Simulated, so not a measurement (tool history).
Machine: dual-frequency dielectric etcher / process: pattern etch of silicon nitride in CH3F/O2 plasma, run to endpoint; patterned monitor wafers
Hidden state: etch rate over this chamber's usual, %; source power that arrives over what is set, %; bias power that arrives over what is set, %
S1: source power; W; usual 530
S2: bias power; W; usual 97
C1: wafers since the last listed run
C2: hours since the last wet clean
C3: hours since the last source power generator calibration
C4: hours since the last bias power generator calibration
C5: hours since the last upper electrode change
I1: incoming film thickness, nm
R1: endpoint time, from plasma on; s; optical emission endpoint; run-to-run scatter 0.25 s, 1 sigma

{"run": 1, "hour": 0.0, "S1": 630, "S2": 78, "C1": 0, "C2": 317.1, "C3": 1821.4, "C4": 3897.3, "C5": 510.4, "I1": 77.2, "R1": 67.7}
{"run": 2, "hour": 107.0, "S1": 630, "S2": 78, "C1": 636, "C2": 424.1, "C3": 1928.4, "C4": 4004.3, "C5": 617.4, "I1": 76.8, "R1": 67.3}
{"run": 3, "hour": 169.1, "S1": 530, "S2": 97, "C1": 369, "C2": 486.2, "C3": 1990.5, "C4": 4066.4, "C5": 679.5, "I1": 77.4, "R1": 68.1}
{"run": 4, "hour": 272.9, "S1": 530, "S2": 97, "C1": 617, "C2": 590, "C3": 2094.3, "C4": 4170.2, "C5": 783.3, "I1": 76.1, "R1": 67.5}
{"hour": 396.3, "done": "wet clean of the chamber"}
{"run": 5, "hour": 543.4, "S1": 530, "S2": 97, "C1": 1465, "C2": 147.1, "C3": 2364.8, "C4": 4440.7, "C5": 1053.8, "I1": 76.6, "R1": 66.7}
{"run": 6, "hour": 610.6, "S1": 530, "S2": 97, "C1": 399, "C2": 214.3, "C3": 2432, "C4": 4507.9, "C5": 1121, "I1": 77.7, "R1": 67.4}
{"run": 7, "hour": 684.3, "S1": 530, "S2": 114, "C1": 438, "C2": 288, "C3": 2505.7, "C4": 4581.6, "C5": 1194.7, "I1": 77.2, "R1": 63.7}
{"run": 8, "hour": 726.4, "S1": 530, "S2": 97, "C1": 250, "C2": 330.1, "C3": 2547.8, "C4": 4623.7, "C5": 1236.8, "I1": 77, "R1": 67.5}
{"run": 9, "hour": 771.1, "S1": 530, "S2": 97, "C1": 265, "C2": 374.8, "C3": 2592.5, "C4": 4668.4, "C5": 1281.5, "I1": 77.2, "R1": 67.4}
{"hour": 850.6, "done": "bias power generator calibrated"}
{"run": 10, "hour": 868.7, "S1": 530, "S2": 97, "C1": 556, "C2": 472.4, "C3": 2690.1, "C4": 18.1, "C5": 1379.1, "I1": 76.5, "R1": 68.6}
{"run": 11, "hour": 927.6, "S1": 570, "S2": 97, "C1": 350, "C2": 531.3, "C3": 2749, "C4": 77, "C5": 1438, "I1": 76.6, "R1": 66.2}
{"run": 12, "hour": 1022.9, "S1": 570, "S2": 97, "C1": 566, "C2": 626.6, "C3": 2844.3, "C4": 172.3, "C5": 1533.3, "I1": 76.9, "R1": 66.6}
{"run": 13, "hour": 1117.7, "S1": 570, "S2": 97, "C1": 563, "C2": 721.4, "C3": 2939.1, "C4": 267.1, "C5": 1628.1, "I1": 77.1, "R1": 67.2}
{"hour": 1238.8, "done": "wet clean of the chamber"}
{"run": 14, "hour": 1239.3, "S1": 590, "S2": 97, "C1": 580, "C2": 0.5, "C3": 3060.7, "C4": 388.7, "C5": 1749.7, "I1": 76.4, "R1": 63.5}
{"run": 15, "hour": 1277.6, "S1": 660, "S2": 84, "C1": 227, "C2": 38.8, "C3": 3099, "C4": 427, "C5": 1788, "I1": 77.1, "R1": 64.2}
{"run": 16, "hour": 1315.5, "S1": 530, "S2": 89, "C1": 225, "C2": 76.7, "C3": 3136.9, "C4": 464.9, "C5": 1825.9, "I1": 76.8, "R1": 69.6}
{"run": 17, "hour": 1395.6, "S1": 460, "S2": 110, "C1": 476, "C2": 156.8, "C3": 3217, "C4": 545, "C5": 1906, "I1": 76.6, "R1": 68.3}
{"run": 18, "hour": 1446.9, "S1": 570, "S2": 97, "C1": 304, "C2": 208.1, "C3": 3268.3, "C4": 596.3, "C5": 1957.3, "I1": 76.5, "R1": 64.6}
{"run": 19, "hour": 1524.5, "S1": 640, "S2": 108, "C1": 461, "C2": 285.7, "C3": 3345.9, "C4": 673.9, "C5": 2034.9, "I1": 77, "R1": 60}
{"run": 20, "hour": 1571.3, "S1": 640, "S2": 108, "C1": 278, "C2": 332.5, "C3": 3392.7, "C4": 720.7, "C5": 2081.7, "I1": 77, "R1": 59.8}
{"run": 21, "hour": 1679.1, "S1": 450, "S2": 117, "C1": 640, "C2": 440.3, "C3": 3500.5, "C4": 828.5, "C5": 2189.5, "I1": 77.1, "R1": 68.8}
{"run": 22, "hour": 1780.6, "S1": 530, "S2": 97, "C1": 603, "C2": 541.8, "C3": 3602, "C4": 930, "C5": 2291, "I1": 77.1, "R1": 68.2}
{"hour": 1875.9, "done": "source power generator calibrated"}
{"run": 23, "hour": 1876.4, "S1": 630, "S2": 97, "C1": 545, "C2": 637.6, "C3": 0.5, "C4": 1025.8, "C5": 2386.8, "I1": 76.7, "R1": 62.8}
{"hour": 1920.2, "done": "upper electrode replaced"}
{"hour": 1934.0, "done": "wet clean of the chamber"}
{"run": 24, "hour": 1934.4, "S1": 530, "S2": 97, "C1": 119, "C2": 0.4, "C3": 58.5, "C4": 1083.8, "C5": 14.2, "I1": 77.1, "R1": 66.5}
{"run": 25, "hour": 2030.0, "S1": 590, "S2": 84, "C1": 568, "C2": 96, "C3": 154.1, "C4": 1179.4, "C5": 109.8, "I1": 76.6, "R1": 67}
{"run": 26, "hour": 2079.3, "S1": 620, "S2": 88, "C1": 293, "C2": 145.3, "C3": 203.4, "C4": 1228.7, "C5": 159.1, "I1": 77, "R1": 64.8}
{"run": 27, "hour": 2123.5, "S1": 530, "S2": 97, "C1": 262, "C2": 189.5, "C3": 247.6, "C4": 1272.9, "C5": 203.3, "I1": 76.7, "R1": 67.2}
{"run": 28, "hour": 2160.6, "S1": 570, "S2": 97, "C1": 220, "C2": 226.6, "C3": 284.7, "C4": 1310, "C5": 240.4, "I1": 76.6, "R1": 64.6}
{"run": 29, "hour": 2401.9, "S1": 530, "S2": 97, "C1": 1434, "C2": 467.9, "C3": 526, "C4": 1551.3, "C5": 481.7, "I1": 77.3, "R1": 68.1}
{"run": 30, "hour": 2447.1, "S1": 450, "S2": 90, "C1": 268, "C2": 513.1, "C3": 571.2, "C4": 1596.5, "C5": 526.9, "I1": 76.8, "R1": 75.6}
{"run": 31, "hour": 2526.1, "S1": 430, "S2": 103, "C1": 469, "C2": 592.1, "C3": 650.2, "C4": 1675.5, "C5": 605.9, "I1": 76.1, "R1": 72.2}
{"run": 32, "hour": 2610.0, "S1": 430, "S2": 103, "C1": 498, "C2": 676, "C3": 734.1, "C4": 1759.4, "C5": 689.8, "I1": 77.3, "R1": 73.9}
{"run": 33, "hour": 2658.5, "S1": 420, "S2": 103, "C1": 288, "C2": 724.5, "C3": 782.6, "C4": 1807.9, "C5": 738.3, "I1": 77.5, "R1": 75.1}
{"run": 34, "hour": 2712.1, "S1": 530, "S2": 97, "C1": 318, "C2": 778.1, "C3": 836.2, "C4": 1861.5, "C5": 791.9, "I1": 77.1, "R1": 68.7}
{"hour": 2745.5, "done": "wet clean of the chamber"}
{"run": 35, "hour": 2979.0, "S1": 410, "S2": 97, "C1": 1443, "C2": 233.5, "C3": 1103.1, "C4": 2128.4, "C5": 1058.8, "I1": 76.8, "R1": 76.3}

Forecast each of these 4 alternatives for the next run:
{"run": "A", "hour": 2979.5, "S1": 530, "S2": 110, "C1": 2, "C2": 234, "C3": 1103.6, "C4": 2128.9, "C5": 1059.3, "I1": 76.3, "R1": "?"}
{"run": "B", "hour": 2979.5, "S1": 590, "S2": 78, "C1": 2, "C2": 234, "C3": 1103.6, "C4": 2128.9, "C5": 1059.3, "I1": 76.3, "R1": "?"}
{"run": "C", "hour": 2979.5, "S1": 490, "S2": 83, "C1": 2, "C2": 234, "C3": 1103.6, "C4": 2128.9, "C5": 1059.3, "I1": 76.3, "R1": "?"}
{"run": "D", "hour": 2979.5, "S1": 490, "S2": 114, "C1": 2, "C2": 234, "C3": 1103.6, "C4": 2128.9, "C5": 1059.3, "I1": 76.3, "R1": "?"}

run=A R1=63.8
run=B R1=68.9
run=C R1=73.4
run=D R1=65.3
Stripped of hidden state, with their random variation kept, the same runs would have yielded:
run=A R1=64.2
run=B R1=69.2
run=C R1=73.7
run=D R1=65.6
